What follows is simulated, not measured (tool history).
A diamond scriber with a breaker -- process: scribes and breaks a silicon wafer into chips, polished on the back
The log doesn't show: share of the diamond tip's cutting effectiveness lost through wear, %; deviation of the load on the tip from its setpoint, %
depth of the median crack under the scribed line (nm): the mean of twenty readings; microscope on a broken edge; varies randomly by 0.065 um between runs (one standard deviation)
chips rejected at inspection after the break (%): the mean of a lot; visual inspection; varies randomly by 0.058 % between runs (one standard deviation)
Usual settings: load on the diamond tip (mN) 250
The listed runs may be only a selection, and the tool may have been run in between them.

run,hour,load on the diamond tip (mN),wafers since the last listed run,hours since the diamond tip was replaced,hours since the load on the tip was calibrated,"incoming depth of the damage left on the back of the incoming wafer, um",depth of the median crack under the scribed line (nm),chips rejected at inspection after the break (%)
1,0.0,275,0,331.7,1132.3,0.03,8030,6.44
2,39.8,275,139,371.5,1172.1,0.01,7840,7.45
3,50.2,300,36,381.9,1182.5,0.02,8700,3.49
4,59.2,300,31,390.9,1191.5,0.05,8700,3.95
5,70.1,300,38,401.8,1202.4,0.03,8610,3.65
6,86.2,214,56,417.9,1218.5,0.02,6040,25.63
7,92.7,214,22,424.4,1225.0,0.02,6070,25.69
8,104.8,250,42,436.5,1237.1,0.03,7180,14.18
9,113.3,190,29,445.0,1245.6,0.02,5220,40.37
10,125.6,190,43,457.3,1257.9,0.04,5280,40.42
11,135.6,250,35,467.3,1267.9,0.02,7150,13.03
12,142.1,283,22,473.8,1274.4,0.03,8070,6.72
13,149.9,303,27,481.6,1282.2,0.02,8700,3.68
# hour 161.0: diamond tip replaced by a new one
14,165.8,325,48,4.8,1298.1,0.03,10790,2.57
15,179.5,219,48,18.5,1311.8,0.02,7240,13.04
# hour 182.3: load on the tip recalibrated
16,197.1,225,54,36.1,14.8,0.02,8350,4.34
17,204.4,250,25,43.4,22.1,0.02,9410,1.76
18,213.1,318,30,52.1,30.8,0.02,11710,5.06
19,225.7,305,44,64.7,43.4,0.05,11060,3.24
20,239.7,179,49,78.7,57.4,0.02,6110,25.36

What if the next run were any one of these 5? Each begins from the tool's condition after run 20:
A,240.3,250,2,79.3,58.0,0.02,?,?
B,240.3,192,2,79.3,58.0,0.02,?,?
C,240.3,298,2,79.3,58.0,0.02,?,?
D,240.3,309,2,79.3,58.0,0.02,?,?
E,240.3,202,2,79.3,58.0,0.02,?,?

run,depth of the median crack under the scribed line (nm),chips rejected at inspection after the break (%)
A,9090,2.52
B,6740,18.96
C,10820,2.31
D,11200,3.17
E,7180,14.20
Without the tool's hidden state the same runs would have given:
run,depth of the median crack under the scribed line (nm),chips rejected at inspection after the break (%)
A,9970,1.46
B,7390,12.12
C,11860,5.23
D,12280,6.81
E,7870,8.29
